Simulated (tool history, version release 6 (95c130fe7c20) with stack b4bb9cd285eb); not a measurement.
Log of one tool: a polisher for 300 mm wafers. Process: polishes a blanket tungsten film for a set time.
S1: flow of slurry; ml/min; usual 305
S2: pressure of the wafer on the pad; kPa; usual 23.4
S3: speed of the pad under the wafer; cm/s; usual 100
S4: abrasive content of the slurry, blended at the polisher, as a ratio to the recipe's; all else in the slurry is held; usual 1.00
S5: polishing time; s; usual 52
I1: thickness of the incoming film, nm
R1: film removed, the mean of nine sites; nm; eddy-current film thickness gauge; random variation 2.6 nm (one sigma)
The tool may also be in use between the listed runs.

| run | hour | S1 | S2 | S3 | S4 | S5 | I1 | R1 |
|---|---|---|---|---|---|---|---|---|
| 1 | 0.0 | 305 | 23.4 | 100 | 1.00 | 52 | 975.0 | 207.8 |
| 2 | 36.3 | 305 | 23.4 | 100 | 1.00 | 52 | 943.9 | 207.8 |
| 3 | 143.8 | 305 | 23.4 | 100 | 1.00 | 52 | 956.9 | 200.8 |
|  | 197.8 | slurry blender recalibrated |
|  | 203.9 | worn pad replaced by a new one |
| 4 | 208.5 | 305 | 23.4 | 100 | 1.00 | 52 | 953.1 | 190.9 |
|  | 271.2 | slurry nozzle cleaned |
| 5 | 274.1 | 305 | 23.4 | 100 | 1.00 | 52 | 964.4 | 189.4 |
|  | 278.6 | slurry tank refilled with fresh slurry and peroxide |
|  | 338.8 | head pressure recalibrated |
| 6 | 380.1 | 355 | 23.4 | 100 | 1.00 | 52 | 944.2 | 204.2 |
| 7 | 484.3 | 355 | 23.4 | 100 | 1.00 | 52 | 963.1 | 202.6 |
| 8 | 531.8 | 305 | 23.4 | 100 | 1.00 | 52 | 959.9 | 197.7 |
|  | 562.9 | worn pad replaced by a new one |
| 9 | 574.2 | 305 | 23.4 | 100 | 1.00 | 52 | 974.6 | 193.6 |
|  | 591.3 | slurry blender recalibrated |
|  | 645.0 | slurry tank refilled with fresh slurry and peroxide |
| 10 | 652.6 | 305 | 23.4 | 100 | 1.00 | 52 | 958.6 | 211.3 |
| 11 | 750.3 | 305 | 23.4 | 100 | 1.00 | 52 | 976.4 | 200.8 |
| 12 | 819.2 | 305 | 23.4 | 100 | 1.00 | 52 | 976.8 | 200.9 |
|  | 891.4 | worn pad replaced by a new one |
| 13 | 921.9 | 305 | 23.4 | 100 | 1.00 | 52 | 962.6 | 197.0 |
|  | 940.5 | slurry blender recalibrated |
|  | 955.8 | slurry tank refilled with fresh slurry and peroxide |
| 14 | 1013.5 | 305 | 23.4 | 100 | 1.00 | 61 | 946.9 | 249.8 |
| 15 | 1082.6 | 350 | 23.4 | 130 | 1.00 | 52 | 964.8 | 272.3 |
|  | 1085.2 | slurry nozzle cleaned |
|  | 1099.9 | head pressure recalibrated |
| 16 | 1133.7 | 305 | 23.4 | 100 | 1.00 | 52 | 967.1 | 203.1 |
| 17 | 1218.2 | 305 | 23.4 | 68 | 1.00 | 52 | 971.0 | 138.6 |
|  | 1254.6 | worn pad replaced by a new one |
|  | 1310.4 | slurry tank refilled with fresh slurry and peroxide |
|  | 1317.4 | slurry blender recalibrated |
| 18 | 1322.1 | 215 | 30.3 | 128 | 1.00 | 69 | 954.7 | 439.2 |
| 19 | 1401.8 | 305 | 28.3 | 136 | 1.00 | 52 | 950.9 | 339.7 |
| 20 | 1449.8 | 305 | 23.4 | 86 | 1.00 | 44 | 974.4 | 150.4 |
| 21 | 1526.7 | 305 | 23.4 | 100 | 1.00 | 52 | 967.7 | 202.1 |
|  | 1609.5 | worn pad replaced by a new one |
| 22 | 1632.1 | 390 | 31.0 | 100 | 1.00 | 52 | 959.6 | 255.7 |
|  | 1638.1 | slurry tank refilled with fresh slurry and peroxide |
| 23 | 1676.9 | 305 | 23.4 | 100 | 1.00 | 52 | 941.7 | 206.4 |
|  | 1724.9 | slurry blender recalibrated |
| 24 | 1748.2 | 360 | 16.5 | 100 | 1.00 | 47 | 978.1 | 139.8 |
| 25 | 1787.2 | 305 | 30.3 | 78 | 1.00 | 52 | 947.6 | 202.8 |

5 ways to go on from here, each from the tool as it stands after run 25. What would each give?
| A | 1787.6 | 305 | 23.4 | 112 | 1.00 | 52 | 952.0 | ? |
| B | 1787.6 | 375 | 19.3 | 100 | 1.00 | 46 | 952.0 | ? |
| C | 1787.6 | 375 | 23.4 | 100 | 1.00 | 52 | 952.0 | ? |
| D | 1787.6 | 345 | 23.4 | 100 | 1.15 | 61 | 952.0 | ? |
| E | 1787.6 | 305 | 17.2 | 100 | 1.00 | 65 | 952.0 | ? |

| run | R1 |
|---|---|
| A | 226.4 |
| B | 152.2 |
| C | 205.4 |
| D | 246.3 |
| E | 191.1 |
Without the tool's hidden state the same runs would have given:
| run | R1 |
|---|---|
| A | 232.7 |
| B | 156.4 |
| C | 211.1 |
| D | 253.2 |
| E | 196.4 |
